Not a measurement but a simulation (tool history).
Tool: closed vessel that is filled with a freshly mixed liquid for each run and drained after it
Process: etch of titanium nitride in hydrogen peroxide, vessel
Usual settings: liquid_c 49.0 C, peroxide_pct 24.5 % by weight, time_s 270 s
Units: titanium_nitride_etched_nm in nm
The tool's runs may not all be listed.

| run | hour | liquid_c | peroxide_pct | time_s | wafers since the last listed run | hours since the thermometer was replaced | hours since the peroxide flow meter was replaced | hours since the drum of peroxide was connected | hours since the gauge calibration | read-back film thickness of the titanium nitride reference wafer, read on the same gauge (nm) | titanium_nitride_etched_nm |
|---|---|---|---|---|---|---|---|---|---|---|---|
| 1 | 0.0 | 45.0 | 24.5 | 270 | 0 | 1226.7 | 696.2 | 618.2 | 582.6 | 120.01 | 19.13 |
| 2 | 91.6 | 45.0 | 24.5 | 270 | 8835 | 1318.3 | 787.8 | 709.8 | 674.2 | 120.00 | 19.24 |
| 3 | 193.2 | 42.5 | 24.5 | 270 | 9800 | 1419.9 | 889.4 | 811.4 | 775.8 | 120.03 | 16.06 |
| 4 | 242.5 | 42.5 | 24.5 | 270 | 4755 | 1469.2 | 938.7 | 860.7 | 825.1 | 119.99 | 16.17 |
| 5 | 331.4 | 49.0 | 24.5 | 270 | 8575 | 1558.1 | 1027.6 | 949.6 | 914.0 | 119.99 | 26.25 |
| 6 | 404.7 | 49.0 | 24.5 | 270 | 7070 | 1631.4 | 1100.9 | 1022.9 | 987.3 | 120.01 | 25.96 |
| 7 | 477.0 | 49.0 | 24.5 | 270 | 6974 | 1703.7 | 1173.2 | 1095.2 | 1059.6 | 120.01 | 26.58 |
|  | 481.5 | peroxide flow meter replaced |
| 8 | 521.1 | 51.0 | 24.5 | 270 | 4157 | 1747.8 | 39.6 | 1139.3 | 1103.7 | 120.01 | 30.72 |
| 9 | 599.1 | 51.0 | 24.5 | 270 | 7523 | 1825.8 | 117.6 | 1217.3 | 1181.7 | 120.01 | 30.83 |
|  | 653.4 | thermometer replaced |
| 10 | 671.9 | 44.0 | 24.5 | 270 | 6925 | 18.5 | 190.4 | 1290.1 | 1254.5 | 120.01 | 16.21 |
|  | 706.8 | gauge calibrated |
| 11 | 718.4 | 42.0 | 24.5 | 345 | 4485 | 65.0 | 236.9 | 1336.6 | 11.6 | 120.00 | 17.57 |
| 12 | 762.1 | 55.0 | 18.5 | 270 | 4215 | 108.7 | 280.6 | 1380.3 | 55.3 | 120.01 | 33.81 |
| 13 | 861.4 | 55.0 | 28.0 | 270 | 9578 | 208.0 | 379.9 | 1479.6 | 154.6 | 120.01 | 36.49 |
| 14 | 925.2 | 39.0 | 24.5 | 200 | 6154 | 271.8 | 443.7 | 1543.4 | 218.4 | 120.01 | 8.32 |
|  | 929.5 | new drum of peroxide connected |
| 15 | 962.1 | 49.0 | 24.5 | 270 | 3462 | 308.7 | 480.6 | 32.6 | 255.3 | 120.00 | 24.27 |
| 16 | 1033.1 | 49.0 | 24.5 | 270 | 6848 | 379.7 | 551.6 | 103.6 | 326.3 | 120.01 | 24.17 |
| 17 | 1131.0 | 42.0 | 24.5 | 135 | 9443 | 477.6 | 649.5 | 201.5 | 424.2 | 120.01 | 7.25 |
| 18 | 1181.9 | 58.5 | 30.0 | 410 | 4909 | 528.5 | 700.4 | 252.4 | 475.1 | 119.99 | 74.71 |
| 19 | 1248.8 | 49.0 | 24.5 | 175 | 6453 | 595.4 | 767.3 | 319.3 | 542.0 | 119.99 | 15.73 |

Some steps in titanium_nitride_etched_nm between neighbouring runs. How much of each would the tool show without its hidden state too (settings, what came in, random variation), and how much is left for the hidden state, with any gauge scatter that isn't in both results?
The hidden state here: liquid hotter than its thermometer reads (K); peroxide flow below the setpoint (%); peroxide weaker than its label (%); gauge reads high (%).
Run 9 -> 10: liquid_c 51.0 -> 44.0, thermometer replaced. titanium_nitride_etched_nm -14.62 nm: hidden state -4.15, all else -10.47.
Run 17 -> 18: liquid_c 42.0 -> 58.5, peroxide_pct 24.5 -> 30.0, time_s 135 -> 410. titanium_nitride_etched_nm +67.46 nm: hidden state +3.67, all else +63.79.
